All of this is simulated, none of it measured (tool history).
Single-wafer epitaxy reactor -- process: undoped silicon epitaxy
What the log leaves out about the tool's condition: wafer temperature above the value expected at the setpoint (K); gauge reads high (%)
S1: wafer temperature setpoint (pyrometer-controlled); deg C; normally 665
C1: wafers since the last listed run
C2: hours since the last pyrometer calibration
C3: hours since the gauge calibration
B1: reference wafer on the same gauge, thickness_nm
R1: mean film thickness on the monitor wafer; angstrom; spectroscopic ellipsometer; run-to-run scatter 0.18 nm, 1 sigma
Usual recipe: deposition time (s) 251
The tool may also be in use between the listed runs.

Run 1, hour 0: usual settings but deposition time (s) 239; C1 0; C2 2205.3; C3 80.1; B1 47.733. Result: R1 511.94 angstrom.
Run 2, hour 9.1: usual settings but deposition time (s) 239; C1 82; C2 2214.4; C3 89.2; B1 47.728. Result: R1 508.35 angstrom.
Run 3, hour 21.8: usual settings; C1 115; C2 2227.1; C3 101.9; B1 47.655. Result: R1 530.64 angstrom.
Run 4, hour 28.2: usual settings but S1 656 deg C, deposition time (s) 218; C1 58; C2 2233.5; C3 108.3; B1 47.708. Result: R1 369.96 angstrom.
Run 5, hour 43.7: usual settings but S1 656 deg C, deposition time (s) 218; C1 141; C2 2249; C3 123.8; B1 47.71. Result: R1 368.95 angstrom.
Run 6, hour 54.8: usual settings; C1 101; C2 2260.1; C3 134.9; B1 47.73. Result: R1 526.72 angstrom.
Run 7, hour 106.2: usual settings; C1 468; C2 2311.5; C3 186.3; B1 47.689. Result: R1 529.4 angstrom.
Run 8, hour 118.6: usual settings; C1 112; C2 2323.9; C3 198.7; B1 47.687. Result: R1 526.93 angstrom.
At hour 125.2: gauge calibrated.
Run 9, hour 126.8: usual settings; C1 74; C2 2332.1; C3 1.6; B1 47.693. Result: R1 529.29 angstrom.
Run 10, hour 133.9: usual settings; C1 64; C2 2339.2; C3 8.7; B1 47.727. Result: R1 525.63 angstrom.
Run 11, hour 142.5: usual settings but S1 679 deg C, deposition time (s) 275; C1 78; C2 2347.8; C3 17.3; B1 47.72. Result: R1 804.35 angstrom.
Run 12, hour 154.3: usual settings; C1 107; C2 2359.6; C3 29.1; B1 47.711. Result: R1 525.43 angstrom.
Run 13, hour 167.1: usual settings but S1 661 deg C, deposition time (s) 236; C1 116; C2 2372.4; C3 41.9; B1 47.702. Result: R1 446.87 angstrom.
At hour 197.4: pyrometer calibrated.
Run 14, hour 201.2: usual settings but deposition time (s) 270; C1 237; C2 3.8; C3 76; B1 47.705. Result: R1 635.47 angstrom.
Run 15, hour 213.7: usual settings but S1 654 deg C, deposition time (s) 205; C1 113; C2 16.3; C3 88.5; B1 47.718. Result: R1 371.66 angstrom.
Run 16, hour 227.4: usual settings but deposition time (s) 213; C1 124; C2 30; C3 102.2; B1 47.707. Result: R1 501.68 angstrom.
Run 17, hour 239.3: usual settings but S1 676 deg C, deposition time (s) 291; C1 108; C2 41.9; C3 114.1; B1 47.687. Result: R1 889.96 angstrom.
Run 18, hour 245.6: usual settings but S1 653 deg C; C1 57; C2 48.2; C3 120.4; B1 47.733. Result: R1 444.64 angstrom.
Run 19, hour 257.9: usual settings but S1 660 deg C; C1 112; C2 60.5; C3 132.7; B1 47.665. Result: R1 525.47 angstrom.
Run 20, hour 274.2: usual settings; C1 148; C2 76.8; C3 149; B1 47.697. Result: R1 592.36 angstrom.
Run 21, hour 283.7: usual settings but S1 656 deg C; C1 86; C2 86.3; C3 158.5; B1 47.681. Result: R1 475.06 angstrom.

Exercise: give the hidden state of the tool at every run:
gauge reads high (%): 0 on each run
H1: wafer temperature above the value expected at the setpoint (K)
run      H1
  1   -4.22
  2   -4.26
  3    -4.3
  4   -4.33
  5   -4.39
  6   -4.43
  7   -4.63
  8   -4.68
  9   -4.71
 10   -4.74
 11   -4.77
 12   -4.82
 13   -4.87
 14   0.103
 15   0.103
 16   0.102
 17   0.102
 18   0.101
 19  0.0999
 20   0.098
 21  0.0967
